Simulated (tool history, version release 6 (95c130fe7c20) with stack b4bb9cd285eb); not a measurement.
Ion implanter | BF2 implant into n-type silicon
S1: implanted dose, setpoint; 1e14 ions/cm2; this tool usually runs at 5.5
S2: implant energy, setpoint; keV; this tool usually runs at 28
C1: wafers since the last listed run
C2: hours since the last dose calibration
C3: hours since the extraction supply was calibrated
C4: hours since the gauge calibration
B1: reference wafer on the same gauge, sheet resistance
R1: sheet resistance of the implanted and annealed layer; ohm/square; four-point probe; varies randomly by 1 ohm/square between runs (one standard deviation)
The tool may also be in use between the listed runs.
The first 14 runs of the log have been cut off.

| run | day | S1 | S2 | C1 | C2 | C3 | C4 | B1 | R1 |
|---|---|---|---|---|---|---|---|---|---|
| 15 | 40.45 | 5.5 | 33.5 | 523 | 535.2 | 5676.1 | 119.1 | 235.5 | 198.7 |
|  | 42.683 | Faraday cup replaced and dose calibrated |
| 16 | 42.783 | 7.03 | 23 | 472 | 2.4 | 5732.1 | 175.1 | 234.93 | 193.8 |
| 17 | 43.825 | 5.02 | 35 | 246 | 27.4 | 5757.1 | 200.1 | 235.18 | 219.87 |
|  | 45.262 | extraction supply calibrated |
| 18 | 46.638 | 5.5 | 28 | 585 | 94.9 | 33 | 267.6 | 235.16 | 212.73 |
| 19 | 49.525 | 5.5 | 28 | 682 | 164.2 | 102.3 | 336.9 | 234.96 | 212.55 |
| 20 | 51.825 | 6.84 | 34.5 | 543 | 219.4 | 157.5 | 392.1 | 235.03 | 173.96 |
| 21 | 54.054 | 4.06 | 25 | 526 | 272.9 | 211 | 445.6 | 235.26 | 274.45 |
| 22 | 56.533 | 6.41 | 28 | 585 | 332.4 | 270.5 | 505.1 | 234.61 | 190.07 |
| 23 | 58.725 | 5.5 | 34.5 | 517 | 385 | 323.1 | 557.7 | 235.18 | 203.69 |
| 24 | 62.058 | 5.5 | 28 | 787 | 465 | 403.1 | 637.7 | 234.47 | 212.01 |
| 25 | 63.2 | 6.47 | 25.5 | 269 | 492.4 | 430.5 | 665.1 | 234.85 | 194.79 |
| 26 | 65.804 | 6.55 | 20 | 615 | 554.9 | 493 | 727.6 | 234.86 | 204.64 |
| 27 | 68.396 | 5.5 | 28 | 612 | 617.1 | 555.2 | 789.8 | 234.65 | 208.63 |
| 28 | 70.871 | 4.68 | 22.5 | 584 | 676.5 | 614.6 | 849.2 | 235.2 | 243.84 |
|  | 71.767 | Faraday cup replaced and dose calibrated |
| 29 | 72.471 | 5.5 | 28 | 299 | 16.9 | 653 | 887.6 | 234.88 | 213.56 |
| 30 | 73.854 | 5.5 | 28 | 326 | 50.1 | 686.2 | 920.8 | 234.75 | 212.34 |
| 31 | 76.758 | 5.03 | 22.5 | 686 | 119.8 | 755.9 | 990.5 | 235.18 | 238.01 |

Here are 4 independent what-if runs from the current tool condition. What would each one return?
| A | 76.775 | 5.5 | 37.5 | 3 | 120.2 | 756.3 | 990.9 | ? | ? |
| B | 76.775 | 6.77 | 34 | 3 | 120.2 | 756.3 | 990.9 | ? | ? |
| C | 76.775 | 6.44 | 37 | 3 | 120.2 | 756.3 | 990.9 | ? | ? |
| D | 76.775 | 4.4 | 30.5 | 3 | 120.2 | 756.3 | 990.9 | ? | ? |

| run | B1 | R1 |
|---|---|---|
| A | 235.11 | 201.74 |
| B | 235.11 | 175.19 |
| C | 235.11 | 178.48 |
| D | 235.11 | 249.93 |
Take away the tool's hidden state, keep each run's random variation, and the runs would have read:
| run | R1 |
|---|---|
| A | 202.63 |
| B | 175.86 |
| C | 179.21 |
| D | 251.06 |
